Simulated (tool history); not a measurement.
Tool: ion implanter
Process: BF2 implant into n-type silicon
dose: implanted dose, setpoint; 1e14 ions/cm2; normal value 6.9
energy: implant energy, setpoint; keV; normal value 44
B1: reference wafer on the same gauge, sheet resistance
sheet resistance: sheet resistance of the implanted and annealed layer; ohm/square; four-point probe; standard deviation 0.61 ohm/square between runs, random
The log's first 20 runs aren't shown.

{"run": 21, "day": 52.746, "dose": 6.9, "energy": 44, "B1": 187.62, "sheet resistance": 168.55}
{"day": 53.308, "done": "gauge calibrated"}
{"day": 53.683, "done": "extraction supply calibrated"}
{"run": 22, "day": 54.65, "dose": 8.28, "energy": 33, "B1": 185.22, "sheet resistance": 159.78}
{"run": 23, "day": 56.675, "dose": 6.9, "energy": 44, "B1": 185.1, "sheet resistance": 166.13}
{"run": 24, "day": 59.392, "dose": 7.57, "energy": 55.5, "B1": 185.65, "sheet resistance": 148.49}
{"run": 25, "day": 60.454, "dose": 8.44, "energy": 57.5, "B1": 186.04, "sheet resistance": 136.76}
{"run": 26, "day": 63.375, "dose": 8.06, "energy": 50.5, "B1": 186.18, "sheet resistance": 145.24}
{"run": 27, "day": 66.258, "dose": 6.29, "energy": 52.5, "B1": 186.47, "sheet resistance": 175.36}
{"run": 28, "day": 68.692, "dose": 7.92, "energy": 51, "B1": 186.41, "sheet resistance": 147.26}
{"run": 29, "day": 70.017, "dose": 6.9, "energy": 44, "B1": 186.99, "sheet resistance": 167.11}
{"run": 30, "day": 73.008, "dose": 5.66, "energy": 55.5, "B1": 186.71, "sheet resistance": 191.03}
{"run": 31, "day": 75.1, "dose": 5.55, "energy": 44, "B1": 186.89, "sheet resistance": 199.45}
{"run": 32, "day": 77.071, "dose": 6.04, "energy": 55, "B1": 186.73, "sheet resistance": 180.45}
{"run": 33, "day": 78.892, "dose": 8.68, "energy": 49, "B1": 187.27, "sheet resistance": 139.79}
{"run": 34, "day": 82.554, "dose": 5.83, "energy": 30.5, "B1": 187.63, "sheet resistance": 204.26}
{"run": 35, "day": 83.688, "dose": 8.35, "energy": 30.5, "B1": 187.45, "sheet resistance": 165.17}
{"run": 36, "day": 84.704, "dose": 6.9, "energy": 30.5, "B1": 187.66, "sheet resistance": 183.52}

Here are 5 independent what-if runs from the current tool condition. What would each one return?
{"run": "A", "day": 84.721, "dose": 6.9, "energy": 44, "B1": "?", "sheet resistance": "?"}
{"run": "B", "day": 84.721, "dose": 4.99, "energy": 49.5, "B1": "?", "sheet resistance": "?"}
{"run": "C", "day": 84.721, "dose": 5.59, "energy": 56, "B1": "?", "sheet resistance": "?"}
{"run": "D", "day": 84.721, "dose": 8.88, "energy": 50.5, "B1": "?", "sheet resistance": "?"}
{"run": "E", "day": 84.721, "dose": 6.33, "energy": 39.5, "B1": "?", "sheet resistance": "?"}

run=A B1=187.37 sheet_resistance=168.77
run=B B1=187.37 sheet_resistance=216.06
run=C B1=187.37 sheet_resistance=194.18
run=D B1=187.37 sheet_resistance=137.97
run=E B1=187.37 sheet_resistance=183.44
The same runs, with their run-to-run variation unchanged, on a tool lacking any hidden condition would have given:
run=A sheet_resistance=166.51
run=B sheet_resistance=213.17
run=C sheet_resistance=191.59
run=D sheet_resistance=136.13
run=E sheet_resistance=180.99

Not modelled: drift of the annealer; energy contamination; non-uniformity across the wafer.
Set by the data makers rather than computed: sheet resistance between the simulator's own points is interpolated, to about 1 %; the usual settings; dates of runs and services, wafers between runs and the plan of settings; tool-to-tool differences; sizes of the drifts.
